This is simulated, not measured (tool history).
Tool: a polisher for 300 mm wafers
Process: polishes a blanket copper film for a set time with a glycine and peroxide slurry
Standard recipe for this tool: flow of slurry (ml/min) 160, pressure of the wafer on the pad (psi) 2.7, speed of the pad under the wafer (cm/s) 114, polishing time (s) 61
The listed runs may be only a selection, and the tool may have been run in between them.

run,day,flow of slurry (ml/min),pressure of the wafer on the pad (psi),speed of the pad under the wafer (cm/s),polishing time (s),"incoming thickness of the incoming film, nm",film removed (Å)
1,0.000,160,2.7,128,61,1337.8,3403
# day 0.042: worn pad replaced by a new one
2,1.071,160,2.7,114,61,1353.9,3218
3,2.358,160,2.7,114,61,1333.7,3183
4,3.825,160,2.7,92,61,1336.0,2715
5,5.092,160,2.7,92,61,1358.0,2685
6,6.262,160,2.7,92,61,1349.8,2700
# day 7.408: worn pad replaced by a new one
7,7.729,160,2.7,114,61,1357.7,2986
8,8.625,160,2.7,114,61,1353.1,2961
9,9.288,160,2.7,114,61,1353.2,3015
10,10.479,160,2.7,114,61,1369.2,2911
# day 10.629: head pressure recalibrated
11,11.733,160,2.7,114,61,1330.6,2910
12,12.592,160,2.7,114,61,1327.6,2935
# day 12.988: slurry nozzle cleaned
# day 15.442: worn pad replaced by a new one, repeated, since the last time left the tool worse
13,17.033,160,2.7,114,61,1371.3,3166
14,17.942,140,2.7,124,61,1351.8,3328
15,18.550,160,3.4,128,61,1351.0,4081
16,21.246,160,2.7,114,73,1342.8,3780
# day 22.388: worn pad replaced by a new one
17,22.408,135,2.7,90,71,1338.2,3052
18,23.025,160,2.7,114,78,1349.7,4081
19,24.242,160,2.7,114,61,1355.3,3191
20,25.612,160,3.2,114,53,1363.2,3088
21,26.658,160,2.7,114,61,1336.3,3111
# day 28.108: slurry nozzle cleaned
22,28.142,210,3.1,144,61,1348.0,4197
# day 29.354: worn pad replaced by a new one
23,29.450,160,2.7,154,71,1350.7,4571
24,30.083,190,2.2,114,52,1352.8,2452
25,30.729,190,2.7,114,61,1348.7,3277
26,31.817,160,2.7,92,61,1376.1,2754
27,33.242,160,2.7,114,61,1369.9,3125

4 ways to go on from here, each from the tool as it stands after run 27. What would each give?
A,33.258,110,2.7,114,61,1358.9,?
B,33.258,160,2.7,98,47,1358.9,?
C,33.258,110,3.6,86,61,1358.9,?
D,33.258,160,2.7,138,81,1358.9,?

run,film removed (Å)
A,2982
B,2156
C,2956
D,4757
With the hidden condition removed and each run's random variation left untouched, the same runs would have given:
run,film removed (Å)
A,3022
B,2185
C,2995
D,4821

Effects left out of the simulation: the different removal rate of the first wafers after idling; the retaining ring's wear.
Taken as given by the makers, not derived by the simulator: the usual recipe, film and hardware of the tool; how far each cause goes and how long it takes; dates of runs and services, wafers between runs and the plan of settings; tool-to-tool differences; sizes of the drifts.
